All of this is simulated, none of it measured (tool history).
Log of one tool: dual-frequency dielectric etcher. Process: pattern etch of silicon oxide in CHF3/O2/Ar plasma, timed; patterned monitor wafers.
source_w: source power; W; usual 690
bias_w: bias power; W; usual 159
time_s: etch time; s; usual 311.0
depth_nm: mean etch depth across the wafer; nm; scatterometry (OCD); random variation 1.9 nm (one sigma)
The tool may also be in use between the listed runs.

run,hour,source_w,bias_w,time_s,"read-back reference wafer on the same gauge, depth_nm",depth_nm
1,0.0,690,159,311.0,601.6,649.0
# hour 42.1: wet clean of the chamber
2,42.6,640,159,311.0,601.1,611.5
3,61.9,640,159,311.0,601.0,616.2
4,80.6,640,159,311.0,601.9,614.5
5,109.6,690,159,311.0,600.8,635.4
6,142.0,690,159,311.0,600.7,632.2
7,166.5,690,159,311.0,601.5,633.4
8,185.7,690,171,311.0,601.4,653.1
9,199.3,690,171,311.0,600.6,649.1
10,212.7,690,159,311.0,601.0,638.1
# hour 250.3: upper electrode replaced
11,250.8,690,176,376.5,600.9,799.4
12,251.2,690,176,376.5,600.6,797.0
13,265.2,590,159,311.0,601.6,612.2
14,317.9,690,159,311.0,600.9,647.3
# hour 327.7: gauge calibrated
# hour 339.5: bias power generator calibrated
15,340.0,560,159,386.0,601.4,756.1
16,355.2,690,159,311.0,601.0,645.5
17,383.1,690,159,311.0,601.3,649.0
# hour 423.4: wet clean of the chamber
18,423.9,780,159,311.0,601.0,655.9
19,428.9,690,159,311.0,600.8,630.1
20,452.4,570,159,249.5,601.6,477.7
# hour 467.4: source power generator calibrated
21,486.4,690,198,311.0,601.2,674.2
22,498.9,690,159,368.0,601.3,746.4
23,522.8,820,173,396.5,600.7,875.8
24,547.7,780,159,392.0,601.6,832.4
25,568.5,690,159,311.0,601.0,640.0
26,584.4,750,159,362.5,600.5,757.2
27,608.6,690,159,311.0,600.8,635.9
28,633.3,820,180,352.0,600.9,792.1
29,664.8,560,192,273.0,601.0,563.8

What the log doesn't show, run by run:
source power that arrives over what is set, %: 0 in every run
bias power that arrives over what is set, %: 0 in every run
gauge reads high (%): 0 in every run
H1: etch rate over this chamber's usual, %
run,H1
1,3.26
2,0.0808
3,0.261
4,0.435
5,0.706
6,1.01
7,1.24
8,1.42
9,1.54
10,1.67
11,2.02
12,2.03
13,2.16
14,2.65
15,2.86
16,3
17,3.26
18,0.216
19,0.262
20,0.481
21,0.799
22,0.915
23,1.14
24,1.37
25,1.56
26,1.71
27,1.94
28,2.17
29,2.46

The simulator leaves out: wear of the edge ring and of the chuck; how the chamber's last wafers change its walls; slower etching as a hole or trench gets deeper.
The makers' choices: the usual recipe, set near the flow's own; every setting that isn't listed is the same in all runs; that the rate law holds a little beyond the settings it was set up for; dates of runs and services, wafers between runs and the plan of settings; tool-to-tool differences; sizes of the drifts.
